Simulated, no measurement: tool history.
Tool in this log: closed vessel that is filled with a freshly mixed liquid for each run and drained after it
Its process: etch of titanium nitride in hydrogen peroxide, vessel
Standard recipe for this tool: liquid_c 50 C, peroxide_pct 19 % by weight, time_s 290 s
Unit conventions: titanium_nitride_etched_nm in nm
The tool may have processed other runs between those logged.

run,hour,liquid_c,peroxide_pct,time_s,wafers since the last listed run,hours since the thermometer was replaced,hours since the peroxide flow meter was replaced,hours since the drum of peroxide was connected,hours since the gauge calibration,"read-back film thickness of the titanium nitride reference wafer, read on the same gauge (nm)",titanium_nitride_etched_nm
1,0,50,19,290,0,2289.5,1248,703.4,143.8,130.01,8.63
2,14.9,50,19,290,1120,2304.4,1262.9,718.3,158.7,130.02,8.57
3,29.7,50,19,290,1112,2319.2,1277.7,733.1,173.5,130.01,8.64
4,39.8,50,19,290,759,2329.3,1287.8,743.2,183.6,130,8.66
5,51.7,50,19,290,894,2341.2,1299.7,755.1,195.5,130,8.6
6,57.9,50,19,220,466,2347.4,1305.9,761.3,201.7,129.98,6.65
7,85.6,50,19,220,2082,2375.1,1333.6,789,229.4,129.98,6.6
8,102.8,50,19,220,1293,2392.3,1350.8,806.2,246.6,129.99,6.61
9,109.1,54.5,19,290,473,2398.6,1357.1,812.5,252.9,130.01,12.03
10,115.8,54.5,19,290,503,2405.3,1363.8,819.2,259.6,130,12.04
11,133.5,50,16,290,1330,2423,1381.5,836.9,277.3,130.01,8.38
# hour 136.3: peroxide flow meter replaced
12,145.8,50,19,290,849,2435.3,9.5,849.2,289.6,130,8.79
13,153.3,50,19,220,563,2442.8,17,856.7,297.1,130.02,6.58
14,164.7,55,16,230,857,2454.2,28.4,868.1,308.5,129.99,9.49
15,177.6,47,17,455,969,2467.1,41.3,881,321.4,130.02,10.76
# hour 181.9: new drum of peroxide connected
16,186.5,50,23.5,290,593,2476,50.2,4.6,330.3,130.01,9.23
17,202.2,50,19,290,1180,2491.7,65.9,20.3,346,129.99,8.68
18,210,58,16.5,290,586,2499.5,73.7,28.1,353.8,130,14.73
# hour 217.3: gauge calibrated
19,225.8,53.5,19,450,1187,2515.3,89.5,43.9,8.5,130.03,17.46
20,232.3,50,19,290,488,2521.8,96,50.4,15,130.01,8.79
21,241.8,56,19,175,714,2531.3,105.5,59.9,24.5,129.98,8.04
# hour 249.2: thermometer replaced
22,249.7,50,19,290,518,0.5,113.4,67.8,32.4,129.99,7.15
23,265,47.5,19,420,1150,15.8,128.7,83.1,47.7,129.99,8.65
24,280.9,50,19,290,1195,31.7,144.6,99,63.6,130.01,7.19
25,297.3,50,17,290,1233,48.1,161,115.4,80,130.01,7.04
26,313.6,60,22,290,1225,64.4,177.3,131.7,96.3,129.99,15.05
27,320,56,20.5,425,481,70.8,183.7,138.1,102.7,130,16.41
28,327.8,54,22.5,290,586,78.6,191.5,145.9,110.5,129.97,9.92

Below are 5 alternative next runs, each starting from the tool's condition after run 28. Predict each:
A,328.5,50,19,290,52,79.3,192.2,146.6,111.2,?,?
B,328.5,46,23.5,200,52,79.3,192.2,146.6,111.2,?,?
C,328.5,44.5,23.5,190,52,79.3,192.2,146.6,111.2,?,?
D,328.5,45,15.5,175,52,79.3,192.2,146.6,111.2,?,?
E,328.5,59,24,120,52,79.3,192.2,146.6,111.2,?,?

run,"read-back film thickness of the titanium nitride reference wafer, read on the same gauge (nm)",titanium_nitride_etched_nm
A,130,7.18
B,130,3.87
C,130,3.29
D,130,2.88
E,130,5.88
Had the tool no hidden state, the same runs would have come out as:
run,titanium_nitride_etched_nm
A,7.12
B,3.84
C,3.26
D,2.85
E,5.83

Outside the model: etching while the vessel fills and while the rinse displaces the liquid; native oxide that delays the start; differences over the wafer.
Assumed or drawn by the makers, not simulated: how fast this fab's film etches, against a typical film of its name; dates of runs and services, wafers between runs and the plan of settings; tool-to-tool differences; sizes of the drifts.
